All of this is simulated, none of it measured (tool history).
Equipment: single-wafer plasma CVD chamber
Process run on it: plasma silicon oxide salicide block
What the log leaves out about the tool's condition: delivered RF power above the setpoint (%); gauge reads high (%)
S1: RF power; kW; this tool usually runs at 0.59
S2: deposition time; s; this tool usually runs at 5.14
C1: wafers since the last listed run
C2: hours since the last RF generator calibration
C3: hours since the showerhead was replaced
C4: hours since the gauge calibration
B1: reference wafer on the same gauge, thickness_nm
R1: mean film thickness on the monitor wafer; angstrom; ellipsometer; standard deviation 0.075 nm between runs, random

{"run": 1, "hour": 0.0, "S1": 0.59, "S2": 4.75, "C1": 0, "C2": 1944.9, "C3": 3406.7, "C4": 485.1, "B1": 42.936, "R1": 465.17}
{"run": 2, "hour": 6.3, "S1": 0.59, "S2": 4.38, "C1": 242, "C2": 1951.2, "C3": 3413, "C4": 491.4, "B1": 42.938, "R1": 427.23}
{"run": 3, "hour": 23.0, "S1": 0.59, "S2": 4.38, "C1": 643, "C2": 1967.9, "C3": 3429.7, "C4": 508.1, "B1": 42.918, "R1": 427.19}
{"run": 4, "hour": 40.3, "S1": 0.59, "S2": 4.38, "C1": 666, "C2": 1985.2, "C3": 3447, "C4": 525.4, "B1": 42.937, "R1": 428.48}
{"run": 5, "hour": 54.9, "S1": 0.59, "S2": 5.14, "C1": 562, "C2": 1999.8, "C3": 3461.6, "C4": 540, "B1": 42.927, "R1": 502.31}
{"run": 6, "hour": 64.4, "S1": 0.59, "S2": 5.14, "C1": 366, "C2": 2009.3, "C3": 3471.1, "C4": 549.5, "B1": 42.959, "R1": 500.88}
{"run": 7, "hour": 77.7, "S1": 0.59, "S2": 5.14, "C1": 512, "C2": 2022.6, "C3": 3484.4, "C4": 562.8, "B1": 42.957, "R1": 502.25}
{"run": 8, "hour": 85.6, "S1": 0.635, "S2": 5.14, "C1": 304, "C2": 2030.5, "C3": 3492.3, "C4": 570.7, "B1": 42.967, "R1": 508.83}
{"run": 9, "hour": 126.0, "S1": 0.625, "S2": 5.14, "C1": 1556, "C2": 2070.9, "C3": 3532.7, "C4": 611.1, "B1": 42.969, "R1": 507.67}
{"run": 10, "hour": 133.3, "S1": 0.625, "S2": 5.14, "C1": 281, "C2": 2078.2, "C3": 3540, "C4": 618.4, "B1": 42.969, "R1": 508.25}
{"run": 11, "hour": 145.3, "S1": 0.625, "S2": 5.14, "C1": 462, "C2": 2090.2, "C3": 3552, "C4": 630.4, "B1": 42.998, "R1": 508.02}
{"run": 12, "hour": 152.0, "S1": 0.59, "S2": 5.14, "C1": 258, "C2": 2096.9, "C3": 3558.7, "C4": 637.1, "B1": 42.996, "R1": 502.23}
{"hour": 170.2, "done": "RF generator calibrated"}
{"run": 13, "hour": 170.7, "S1": 0.59, "S2": 5.14, "C1": 412, "C2": 0.5, "C3": 3577.4, "C4": 655.8, "B1": 42.995, "R1": 501.91}
{"run": 14, "hour": 174.8, "S1": 0.59, "S2": 5.59, "C1": 157, "C2": 4.6, "C3": 3581.5, "C4": 659.9, "B1": 43.005, "R1": 546.06}
{"run": 15, "hour": 188.4, "S1": 0.59, "S2": 5.14, "C1": 524, "C2": 18.2, "C3": 3595.1, "C4": 673.5, "B1": 43.023, "R1": 503.13}
{"hour": 189.0, "done": "gauge calibrated"}
{"run": 16, "hour": 203.9, "S1": 0.59, "S2": 5.14, "C1": 597, "C2": 33.7, "C3": 3610.6, "C4": 14.9, "B1": 42.604, "R1": 498.06}
{"run": 17, "hour": 220.1, "S1": 0.59, "S2": 5.14, "C1": 624, "C2": 49.9, "C3": 3626.8, "C4": 31.1, "B1": 42.624, "R1": 498.44}
{"run": 18, "hour": 230.1, "S1": 0.59, "S2": 5.14, "C1": 385, "C2": 59.9, "C3": 3636.8, "C4": 41.1, "B1": 42.635, "R1": 498.48}
{"run": 19, "hour": 240.2, "S1": 0.59, "S2": 5.14, "C1": 389, "C2": 70, "C3": 3646.9, "C4": 51.2, "B1": 42.636, "R1": 498.06}
{"run": 20, "hour": 250.3, "S1": 0.59, "S2": 5.14, "C1": 389, "C2": 80.1, "C3": 3657, "C4": 61.3, "B1": 42.669, "R1": 498.23}
{"run": 21, "hour": 256.5, "S1": 0.59, "S2": 5.14, "C1": 238, "C2": 86.3, "C3": 3663.2, "C4": 67.5, "B1": 42.656, "R1": 498.48}
{"run": 22, "hour": 271.1, "S1": 0.59, "S2": 5.14, "C1": 562, "C2": 100.9, "C3": 3677.8, "C4": 82.1, "B1": 42.653, "R1": 499.5}
{"run": 23, "hour": 279.2, "S1": 0.7, "S2": 5.88, "C1": 312, "C2": 109, "C3": 3685.9, "C4": 90.2, "B1": 42.657, "R1": 589.99}
{"run": 24, "hour": 285.9, "S1": 0.675, "S2": 4.2, "C1": 258, "C2": 115.7, "C3": 3692.6, "C4": 96.9, "B1": 42.649, "R1": 418.79}
{"run": 25, "hour": 297.1, "S1": 0.59, "S2": 4.56, "C1": 431, "C2": 126.9, "C3": 3703.8, "C4": 108.1, "B1": 42.673, "R1": 442.56}
{"run": 26, "hour": 309.3, "S1": 0.675, "S2": 5.14, "C1": 470, "C2": 139.1, "C3": 3716, "C4": 120.3, "B1": 42.669, "R1": 513.16}
{"run": 27, "hour": 318.1, "S1": 0.635, "S2": 5.14, "C1": 339, "C2": 147.9, "C3": 3724.8, "C4": 129.1, "B1": 42.683, "R1": 504.29}
{"run": 28, "hour": 335.5, "S1": 0.66, "S2": 4.3, "C1": 670, "C2": 165.3, "C3": 3742.2, "C4": 146.5, "B1": 42.698, "R1": 426.52}
{"run": 29, "hour": 342.3, "S1": 0.485, "S2": 5.79, "C1": 262, "C2": 172.1, "C3": 3749, "C4": 153.3, "B1": 42.677, "R1": 542.37}
{"run": 30, "hour": 355.3, "S1": 0.59, "S2": 6.09, "C1": 500, "C2": 185.1, "C3": 3762, "C4": 166.3, "B1": 42.725, "R1": 591.75}
{"run": 31, "hour": 371.7, "S1": 0.65, "S2": 4.49, "C1": 631, "C2": 201.5, "C3": 3778.4, "C4": 182.7, "B1": 42.686, "R1": 443.57}
{"hour": 386.7, "done": "showerhead replaced"}
{"run": 32, "hour": 387.8, "S1": 0.59, "S2": 5.14, "C1": 312, "C2": 217.6, "C3": 1.1, "C4": 198.8, "B1": 42.714, "R1": 499.35}
{"run": 33, "hour": 396.3, "S1": 0.59, "S2": 5.14, "C1": 327, "C2": 226.1, "C3": 9.6, "C4": 207.3, "B1": 42.718, "R1": 500.2}
{"run": 34, "hour": 410.0, "S1": 0.525, "S2": 5.68, "C1": 527, "C2": 239.8, "C3": 23.3, "C4": 221, "B1": 42.747, "R1": 540.67}
{"run": 35, "hour": 419.7, "S1": 0.59, "S2": 5.14, "C1": 373, "C2": 249.5, "C3": 33, "C4": 230.7, "B1": 42.766, "R1": 499.38}

Estimate the outcome of run 36 from the log above:
{"run": 36, "hour": 426.2, "S1": 0.59, "S2": 6.16, "C1": 250, "C2": 256, "C3": 39.5, "C4": 237.2, "B1": "?", "R1": "?"}

Run 36 gave B1 42.73, R1 598 angstrom.
Were there no unlogged condition in the tool, this run, its random variation unchanged, would have produced R1 595.89 angstrom.
